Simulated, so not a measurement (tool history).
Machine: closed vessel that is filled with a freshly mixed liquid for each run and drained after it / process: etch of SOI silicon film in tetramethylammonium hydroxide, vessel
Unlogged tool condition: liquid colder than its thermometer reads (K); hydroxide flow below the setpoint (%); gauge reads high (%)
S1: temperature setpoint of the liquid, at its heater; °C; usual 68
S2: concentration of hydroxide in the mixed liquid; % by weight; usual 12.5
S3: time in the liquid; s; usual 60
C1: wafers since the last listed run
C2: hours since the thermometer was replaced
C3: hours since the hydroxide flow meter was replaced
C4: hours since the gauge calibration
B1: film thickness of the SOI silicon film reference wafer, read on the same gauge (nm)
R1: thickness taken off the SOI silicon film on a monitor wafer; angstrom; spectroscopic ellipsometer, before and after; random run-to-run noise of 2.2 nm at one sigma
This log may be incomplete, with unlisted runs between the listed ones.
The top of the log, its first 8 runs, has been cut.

run,hour,S1,S2,S3,C1,C2,C3,C4,B1,R1
9,589.5,71.5,12.5,60,3758,661.6,1187.5,2858.9,29.97,3926.3
10,673.1,71.5,12.5,60,7157,745.2,1271.1,2942.5,29.99,3944.8
# hour 711.4: thermometer replaced
11,765.7,68,12.5,60,7842,54.3,1363.7,3035.1,30.01,3410
12,871.1,68,12.5,60,9024,159.7,1469.1,3140.5,30,3377.5
13,964.2,68,12.5,60,7970,252.8,1562.2,3233.6,30.03,3351.2
14,1016.2,70.5,10,45,4452,304.8,1614.2,3285.6,30.01,3176.4
15,1108.4,62,15,85,7893,397,1706.4,3377.8,29.99,3045.9
16,1206.4,73,15.5,35,8390,495,1804.4,3475.8,30,2380.1
17,1295.1,75.5,12.5,60,7594,583.7,1893.1,3564.5,30.02,5137.9
# hour 1342.9: gauge calibrated
# hour 1403.1: hydroxide flow meter replaced
18,1546.8,68,12.5,60,21464,835.4,143.7,203.9,29.99,3082.4
19,1598.1,68,12.5,75,4392,886.7,195,255.2,30.01,3818.4
# hour 1642.1: thermometer replaced
20,1655.8,68,8.5,30,4854,13.7,252.7,312.9,30.03,1929.6
21,1761.2,65,10,30,9024,119.1,358.1,418.3,30.04,1483.8
22,1820.3,68,12.5,60,5059,178.2,417.2,477.4,29.99,3279.8
23,1878.5,68,12.5,60,4982,236.4,475.4,535.6,30,3311.2
24,1926.2,60,16.5,70,4083,284.1,523.1,583.3,29.98,2059.3
25,1988.6,63.5,12.5,30,5342,346.5,585.5,645.7,30.03,1235
26,2071.2,74.5,9,30,7071,429.1,668.1,728.3,30.01,2680.7
27,2142.9,72.5,14,80,6138,500.8,739.8,800,30,5359.7
28,2216.6,62,15,85,6309,574.5,813.5,873.7,30,2877.8
29,2282,68,16.5,60,5599,639.9,878.9,939.1,30,2837.5
30,2321.1,75,15.5,80,3347,679,918,978.2,30.01,5776.3
# hour 2491.3: thermometer replaced
31,2536.2,72.5,12.5,60,18330,44.9,1133.1,1193.3,30,4375.9
32,2614.9,63,14,80,6738,123.6,1211.8,1272,30.01,3159

Consider 5 possible next runs. They are alternatives, not a sequence: every one starts from the tool as it was left by run 32. What does each give?
A,2615.6,68,10,60,59,124.3,1212.5,1272.7,?,?
B,2615.6,68,10,75,59,124.3,1212.5,1272.7,?,?
C,2615.6,66,15.5,45,59,124.3,1212.5,1272.7,?,?
D,2615.6,68,10.5,60,59,124.3,1212.5,1272.7,?,?
E,2615.6,68,12.5,30,59,124.3,1212.5,1272.7,?,?

run,B1,R1
A,30.01,3635.9
B,30.01,4544.9
C,30.01,2019
D,30.01,3565.9
E,30.01,1674.8
With the hidden condition removed and each run's random variation left untouched, the same runs would have given:
run,R1
A,3610.7
B,4513.4
C,2000.9
D,3553.5
E,1662.3
